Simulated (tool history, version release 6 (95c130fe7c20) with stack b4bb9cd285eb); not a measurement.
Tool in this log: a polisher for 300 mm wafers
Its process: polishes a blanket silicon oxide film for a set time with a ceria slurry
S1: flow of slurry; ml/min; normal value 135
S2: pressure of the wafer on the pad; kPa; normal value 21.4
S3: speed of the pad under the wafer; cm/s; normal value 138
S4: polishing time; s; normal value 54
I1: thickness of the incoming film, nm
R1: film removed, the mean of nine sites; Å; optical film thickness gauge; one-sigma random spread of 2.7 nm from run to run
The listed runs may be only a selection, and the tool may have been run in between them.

| run | hour | S1 | S2 | S3 | S4 | I1 | R1 |
|---|---|---|---|---|---|---|---|
| 1 | 0.0 | 135 | 21.4 | 138 | 54 | 906.8 | 3522 |
| 2 | 29.3 | 135 | 21.4 | 138 | 54 | 896.8 | 3512 |
| 3 | 58.1 | 135 | 20.0 | 138 | 54 | 913.5 | 3301 |
| 4 | 82.6 | 135 | 20.0 | 138 | 54 | 912.3 | 3303 |
| 5 | 109.2 | 135 | 24.1 | 138 | 54 | 916.7 | 3840 |
| 6 | 138.6 | 135 | 24.1 | 138 | 54 | 918.9 | 3870 |
| 7 | 168.8 | 135 | 24.1 | 138 | 54 | 929.8 | 3835 |
|  | 176.0 | worn pad replaced by a new one |
| 8 | 181.2 | 135 | 21.4 | 138 | 54 | 917.8 | 3448 |
| 9 | 206.3 | 135 | 21.4 | 138 | 54 | 919.5 | 3480 |
| 10 | 222.7 | 135 | 21.4 | 138 | 54 | 899.1 | 3420 |
| 11 | 249.7 | 135 | 21.4 | 138 | 54 | 918.1 | 3450 |
| 12 | 276.6 | 135 | 21.4 | 138 | 54 | 896.9 | 3440 |
| 13 | 289.4 | 135 | 21.4 | 138 | 59 | 913.2 | 3773 |
| 14 | 310.4 | 135 | 21.4 | 138 | 59 | 902.2 | 3745 |
| 15 | 343.2 | 135 | 21.4 | 138 | 59 | 918.9 | 3705 |
| 16 | 358.8 | 150 | 24.1 | 138 | 54 | 921.7 | 3867 |
|  | 380.0 | worn pad replaced by a new one |
| 17 | 383.7 | 150 | 24.1 | 138 | 54 | 922.7 | 3902 |
| 18 | 410.9 | 150 | 24.1 | 138 | 54 | 923.5 | 3863 |
| 19 | 440.6 | 135 | 28.3 | 150 | 37 | 901.7 | 3109 |
| 20 | 457.2 | 135 | 21.4 | 138 | 54 | 902.8 | 3333 |
|  | 482.2 | head pressure recalibrated |
| 21 | 495.5 | 155 | 21.4 | 138 | 39 | 905.3 | 2533 |
| 22 | 525.0 | 135 | 21.4 | 172 | 54 | 895.2 | 3861 |
| 23 | 546.1 | 125 | 26.9 | 138 | 54 | 917.5 | 3857 |
|  | 560.3 | worn pad replaced by a new one |
| 24 | 564.7 | 125 | 24.8 | 92 | 54 | 912.5 | 2801 |
| 25 | 587.1 | 135 | 21.4 | 138 | 54 | 914.7 | 3279 |
|  | 606.9 | slurry nozzle cleaned |
| 26 | 609.5 | 170 | 21.4 | 138 | 54 | 920.3 | 3693 |
| 27 | 637.6 | 135 | 21.4 | 138 | 54 | 903.9 | 3479 |
| 28 | 693.6 | 175 | 29.0 | 138 | 62 | 902.1 | 5417 |
| 29 | 726.9 | 155 | 21.4 | 138 | 39 | 921.2 | 2609 |
|  | 762.7 | worn pad replaced by a new one |
| 30 | 763.2 | 135 | 24.8 | 138 | 54 | 898.5 | 3994 |
| 31 | 783.1 | 135 | 17.9 | 138 | 62 | 911.2 | 3485 |
| 32 | 810.3 | 135 | 21.4 | 138 | 54 | 908.0 | 3502 |
| 33 | 842.4 | 135 | 26.9 | 138 | 46 | 912.4 | 3590 |
| 34 | 854.5 | 135 | 21.4 | 174 | 54 | 928.5 | 4108 |
| 35 | 876.6 | 155 | 15.2 | 138 | 54 | 897.7 | 2682 |
| 36 | 888.6 | 160 | 15.9 | 106 | 43 | 894.9 | 1867 |
| 37 | 908.8 | 110 | 24.8 | 138 | 54 | 916.3 | 3713 |
| 38 | 921.9 | 155 | 21.4 | 138 | 39 | 906.8 | 2583 |

Forecast each of these 3 alternatives for the next run:
| A | 922.3 | 135 | 21.4 | 138 | 54 | 919.5 | ? |
| B | 922.3 | 165 | 16.5 | 90 | 39 | 919.5 | ? |
| C | 922.3 | 110 | 26.9 | 108 | 45 | 919.5 | ? |

| run | R1 |
|---|---|
| A | 3464 |
| B | 1620 |
| C | 2824 |
Without the tool's unlogged condition, the same runs would have read:
| run | R1 |
|---|---|
| A | 3531 |
| B | 1645 |
| C | 2891 |
